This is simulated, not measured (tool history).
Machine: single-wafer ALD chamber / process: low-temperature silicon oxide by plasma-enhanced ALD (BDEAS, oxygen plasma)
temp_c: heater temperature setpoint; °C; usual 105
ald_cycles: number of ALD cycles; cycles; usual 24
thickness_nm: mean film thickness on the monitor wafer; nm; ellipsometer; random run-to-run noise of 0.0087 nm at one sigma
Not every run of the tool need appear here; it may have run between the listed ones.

run	hour	temp_c	ald_cycles	read-back reference wafer on the same gauge, thickness_nm	thickness_nm
1	0.0	105	23	3.789	3.328
2	77.7	105	23	3.788	3.331
3	143.3	105	25	3.789	3.642
4	211.4	105	25	3.793	3.637
5	262.7	101	24	3.793	3.514
6	339.2	101	24	3.790	3.543
7	422.4	101	24	3.788	3.535
8	517.0	105	24	3.792	3.480
9	567.4	105	24	3.789	3.501
10	666.2	105	24	3.790	3.485
11	771.0	105	21	3.791	3.072
12	868.2	105	21	3.791	3.049
13	926.5	105	24	3.788	3.494
# hour 994.5: thermocouple changed; heater temperature recalibrated
14	1014.8	105	27	3.788	3.891
15	1113.9	105	27	3.789	3.891
16	1165.5	115	26	3.792	3.684

What will run 17 give?
17	1215.9	105	24	?	?

Run 17 came out at read-back reference wafer on the same gauge, thickness_nm 3.788, thickness_nm 3.477 nm.
On a tool with no hidden condition, and with the same random variation, this run would have come out at thickness_nm 3.479 nm.

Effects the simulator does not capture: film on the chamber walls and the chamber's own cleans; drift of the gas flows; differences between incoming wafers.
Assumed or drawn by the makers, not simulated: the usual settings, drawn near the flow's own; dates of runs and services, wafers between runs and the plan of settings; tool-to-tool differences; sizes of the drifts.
